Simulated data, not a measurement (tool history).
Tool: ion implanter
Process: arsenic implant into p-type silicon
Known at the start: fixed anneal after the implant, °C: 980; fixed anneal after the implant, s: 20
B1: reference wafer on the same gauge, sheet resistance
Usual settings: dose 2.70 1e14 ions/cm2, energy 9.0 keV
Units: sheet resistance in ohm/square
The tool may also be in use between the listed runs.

{"run": 1, "hour": 0.0, "dose": 2.7, "energy": 10.0, "B1": 433.12, "sheet resistance": 398.99}
{"run": 2, "hour": 77.9, "dose": 2.34, "energy": 8.5, "B1": 433.02, "sheet resistance": 454.41}
{"run": 3, "hour": 175.5, "dose": 2.34, "energy": 8.5, "B1": 432.94, "sheet resistance": 453.36}
{"run": 4, "hour": 280.2, "dose": 2.49, "energy": 9.0, "B1": 432.98, "sheet resistance": 428.76}
{"run": 5, "hour": 326.9, "dose": 2.49, "energy": 9.0, "B1": 433.0, "sheet resistance": 430.01}
{"hour": 364.2, "done": "Faraday cup replaced and dose calibrated"}
{"run": 6, "hour": 411.0, "dose": 2.49, "energy": 9.0, "B1": 432.98, "sheet resistance": 432.7}
{"run": 7, "hour": 462.1, "dose": 2.7, "energy": 9.0, "B1": 433.07, "sheet resistance": 405.96}
{"run": 8, "hour": 498.6, "dose": 2.7, "energy": 9.0, "B1": 432.99, "sheet resistance": 405.18}
{"run": 9, "hour": 551.4, "dose": 2.7, "energy": 9.0, "B1": 433.01, "sheet resistance": 404.48}
{"run": 10, "hour": 652.9, "dose": 2.7, "energy": 9.0, "B1": 432.76, "sheet resistance": 403.84}
{"run": 11, "hour": 718.0, "dose": 2.7, "energy": 9.0, "B1": 433.02, "sheet resistance": 403.75}
{"run": 12, "hour": 814.3, "dose": 2.7, "energy": 9.0, "B1": 433.15, "sheet resistance": 404.01}
{"run": 13, "hour": 867.7, "dose": 2.7, "energy": 9.0, "B1": 432.96, "sheet resistance": 403.5}
{"run": 14, "hour": 918.7, "dose": 2.7, "energy": 9.0, "B1": 433.05, "sheet resistance": 403.39}
{"run": 15, "hour": 964.5, "dose": 2.7, "energy": 9.0, "B1": 433.14, "sheet resistance": 405.05}
{"run": 16, "hour": 1019.6, "dose": 2.7, "energy": 9.0, "B1": 432.97, "sheet resistance": 404.18}
{"run": 17, "hour": 1078.7, "dose": 2.7, "energy": 9.0, "B1": 433.06, "sheet resistance": 404.88}
{"run": 18, "hour": 1175.9, "dose": 3.47, "energy": 12.0, "B1": 432.84, "sheet resistance": 322.96}
{"hour": 1225.6, "done": "gauge calibrated"}
{"run": 19, "hour": 1250.8, "dose": 2.7, "energy": 9.0, "B1": 433.03, "sheet resistance": 404.08}
{"run": 20, "hour": 1355.0, "dose": 2.38, "energy": 12.0, "B1": 433.09, "sheet resistance": 429.67}
{"run": 21, "hour": 1468.1, "dose": 2.11, "energy": 6.5, "B1": 433.12, "sheet resistance": 505.41}
{"run": 22, "hour": 1538.0, "dose": 2.07, "energy": 9.0, "B1": 432.99, "sheet resistance": 494.4}
{"run": 23, "hour": 1614.0, "dose": 3.39, "energy": 9.0, "B1": 432.92, "sheet resistance": 338.77}
{"run": 24, "hour": 1692.1, "dose": 2.7, "energy": 9.0, "B1": 433.1, "sheet resistance": 402.55}
{"hour": 1741.2, "done": "extraction supply calibrated"}
{"run": 25, "hour": 1765.1, "dose": 3.27, "energy": 7.0, "B1": 432.94, "sheet resistance": 357.68}
{"run": 26, "hour": 1806.3, "dose": 2.42, "energy": 6.5, "B1": 433.13, "sheet resistance": 454.31}
{"run": 27, "hour": 1862.4, "dose": 2.7, "energy": 9.0, "B1": 433.02, "sheet resistance": 403.24}
{"hour": 1941.1, "done": "Faraday cup replaced and dose calibrated"}
{"run": 28, "hour": 1941.6, "dose": 3.08, "energy": 8.0, "B1": 433.16, "sheet resistance": 372.45}
{"run": 29, "hour": 2026.5, "dose": 3.11, "energy": 9.0, "B1": 433.03, "sheet resistance": 365.76}
{"run": 30, "hour": 2079.4, "dose": 3.43, "energy": 10.0, "B1": 433.03, "sheet resistance": 334.36}
{"run": 31, "hour": 2207.3, "dose": 2.7, "energy": 6.0, "B1": 433.0, "sheet resistance": 423.69}
{"run": 32, "hour": 2282.9, "dose": 2.7, "energy": 9.0, "B1": 433.14, "sheet resistance": 406.41}
{"run": 33, "hour": 2380.2, "dose": 3.09, "energy": 9.0, "B1": 433.07, "sheet resistance": 365.5}
{"run": 34, "hour": 2437.9, "dose": 3.07, "energy": 10.0, "B1": 432.95, "sheet resistance": 362.89}
{"run": 35, "hour": 2543.7, "dose": 2.46, "energy": 10.0, "B1": 432.99, "sheet resistance": 429.7}

Forecast each of these 4 alternatives for the next run:
{"run": "A", "hour": 2544.1, "dose": 2.7, "energy": 9.0, "B1": "?", "sheet resistance": "?"}
{"run": "B", "hour": 2544.1, "dose": 2.32, "energy": 10.0, "B1": "?", "sheet resistance": "?"}
{"run": "C", "hour": 2544.1, "dose": 1.91, "energy": 10.0, "B1": "?", "sheet resistance": "?"}
{"run": "D", "hour": 2544.1, "dose": 3.25, "energy": 9.0, "B1": "?", "sheet resistance": "?"}

run=A B1=432.90 sheet_resistance=404.73
run=B B1=432.90 sheet_resistance=448.96
run=C B1=432.90 sheet_resistance=520.22
run=D B1=432.90 sheet_resistance=351.25
Without the tool's hidden state the same runs would have given:
run=A sheet_resistance=406.57
run=B sheet_resistance=450.98
run=C sheet_resistance=522.55
run=D sheet_resistance=352.84

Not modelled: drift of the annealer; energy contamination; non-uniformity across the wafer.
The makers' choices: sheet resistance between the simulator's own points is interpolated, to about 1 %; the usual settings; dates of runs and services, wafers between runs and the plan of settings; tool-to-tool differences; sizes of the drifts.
